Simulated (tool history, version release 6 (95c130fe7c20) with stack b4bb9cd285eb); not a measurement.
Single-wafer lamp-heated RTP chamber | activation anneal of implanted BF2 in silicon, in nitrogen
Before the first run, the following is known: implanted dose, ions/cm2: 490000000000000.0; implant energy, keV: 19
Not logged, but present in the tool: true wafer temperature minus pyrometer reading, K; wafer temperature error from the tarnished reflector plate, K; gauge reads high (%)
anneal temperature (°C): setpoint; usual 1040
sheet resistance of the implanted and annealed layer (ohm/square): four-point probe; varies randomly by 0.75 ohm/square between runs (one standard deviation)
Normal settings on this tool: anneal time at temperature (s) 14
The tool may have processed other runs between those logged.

run    hour  anneal temperature (°C)  anneal time at temperature (s)  wafers since the last listed run  wafers since the last pyrometer calibration  wafers since the reflector plate was cleaned  hours since the gauge calibration  read-back reference wafer on the same gauge, sheet resistance  sheet resistance of the implanted and annealed layer (ohm/square)
  1       0                     1040                              14                                 0                                         4716                                          4742                              946.3                                                         232.95                                                             242.85
  2    52.2                     1040                              14                               420                                         5137                                          5163                              998.5                                                         232.78                                                             243.62
  3     156                     1040                              14                               836                                         5973                                          6000                             1102.3                                                         233.07                                                             242.77
  4   234.2                     1040                              14                               630                                         6604                                          6630                             1180.5                                                         232.96                                                             242.85
  5     327                     1040                              14                               747                                         7352                                          7378                             1273.3                                                         232.89                                                             242.21
  6   388.6                     1040                              14                               496                                         7848                                          7875                             1334.9                                                         232.88                                                             243.12
      448.6  -- pyrometer window cleaned and pyrometer calibrated
  7   457.6                     1040                               9                               491                                           72                                          8366                             1403.9                                                         232.81                                                             246.63
  8   505.4                     1040                               9                               385                                          458                                          8752                             1451.7                                                         232.85                                                             246.98
  9   564.1                     1023                              14                               473                                          931                                          9225                             1510.4                                                         232.81                                                             248.58
 10   665.7                     1023                              14                               818                                         1750                                         10044                               1612                                                         232.79                                                             248.88
 11   719.2                     1053                              14                               431                                         2181                                         10475                             1665.5                                                         233.19                                                             238.96
 12   820.8                     1040                              19                               818                                         3000                                         11294                             1767.1                                                         232.99                                                             239.52
 13     883                     1040                              19                               501                                         3501                                         11795                             1829.3                                                         233.04                                                             238.43
      956.7  -- reflector plate cleaned
 14     990                     1040                              14                               797                                         4299                                           268                             1936.3                                                         232.87                                                             240.44
 15  1080.7                     1040                              11                               731                                         5030                                           999                               2027                                                         233.14                                                             243.63
 16  1275.2                     1040                              14                              1567                                         6598                                          2567                             2221.5                                                         232.94                                                             240.65
 17  1330.2                     1040                              14                               443                                         7041                                          3010                             2276.5                                                         232.63                                                             240.46
     1463.2  -- pyrometer window cleaned and pyrometer calibrated
 18  1599.3                     1011                               6                              2104                                         1096                                          5114                             2545.6                                                         232.96                                                             257.81
     1616.5  -- reflector plate cleaned, repeated, since the last time left the tool worse
 19  1647.1                     1069                               9                               320                                         1417                                           246                             2593.4                                                         232.98                                                             238.95
 20  1740.9                     1012                              14                               756                                         2173                                          1002                             2687.2                                                         233.18                                                             253.28
 21  1790.1                     1060                               9                               396                                         2570                                          1398                             2736.4                                                         233.06                                                             241.52
 22  1841.7                     1064                              18                               415                                         2985                                          1814                               2788                                                         233.09                                                              234.5
     2051.3  -- gauge calibrated
 23  2152.3                     1053                              14                              2503                                         5489                                          4318                                101                                                         233.15                                                             239.25
 24  2243.3                     1058                               8                               733                                         6222                                          5051                                192                                                         232.97                                                             241.54
 25    2309                     1023                              22                               529                                         6752                                          5581                              257.7                                                         233.14                                                             244.58
     2370.1  -- pyrometer window cleaned and pyrometer calibrated
 26  2410.4                     1054                              21                               752                                          324                                          6334                              359.1                                                         232.86                                                             234.93
 27    2470                     1040                              14                               480                                          804                                          6814                              418.7                                                         232.54                                                              241.6
 28  2542.4                     1040                              22                               583                                         1388                                          7398                              491.1                                                         233.03                                                             238.23
 29  2622.5                     1040                              18                               645                                         2034                                          8043                              571.2                                                         233.28                                                             240.47
 30    2704                     1058                               8                               656                                         2691                                          8700                              652.7                                                         232.85                                                             242.45
 31  2743.9                     1015                              17                               321                                         3012                                          9022                              692.6                                                         232.92                                                             250.49
 32  2801.5                     1027                               8                               464                                         3476                                          9486                              750.2                                                         233.17                                                             251.75

A few steps of sheet resistance of the implanted and annealed layer (ohm/square) between consecutive runs. Split each: what settings, incoming material and random variation would produce without the hidden state, and what is left over for the hidden state, along with gauge scatter present in only one of the two compared results (measured, and without hidden state):
Run 13 -> 14: anneal time at temperature (s) 19 -> 14, reflector plate cleaned. sheet resistance of the implanted and annealed layer (ohm/square) +2.01: hidden state -1.13, all else +3.14.
Run 17 -> 18: anneal temperature (°C) 1040 -> 1011, anneal time at temperature (s) 14 -> 6, pyrometer window cleaned and pyrometer calibrated. sheet resistance of the implanted and annealed layer (ohm/square) +17.35: hidden state -1.61, all else +18.96.
Run 18 -> 19: anneal temperature (°C) 1011 -> 1069, anneal time at temperature (s) 6 -> 9, reflector plate cleaned, repeated, since the last time left the tool worse. sheet resistance of the implanted and annealed layer (ohm/square) -18.86: hidden state +4.54, all else -23.4.
Run 19 -> 20: anneal temperature (°C) 1069 -> 1012, anneal time at temperature (s) 9 -> 14. sheet resistance of the implanted and annealed layer (ohm/square) +14.33: hidden state -0.18, all else +14.51.

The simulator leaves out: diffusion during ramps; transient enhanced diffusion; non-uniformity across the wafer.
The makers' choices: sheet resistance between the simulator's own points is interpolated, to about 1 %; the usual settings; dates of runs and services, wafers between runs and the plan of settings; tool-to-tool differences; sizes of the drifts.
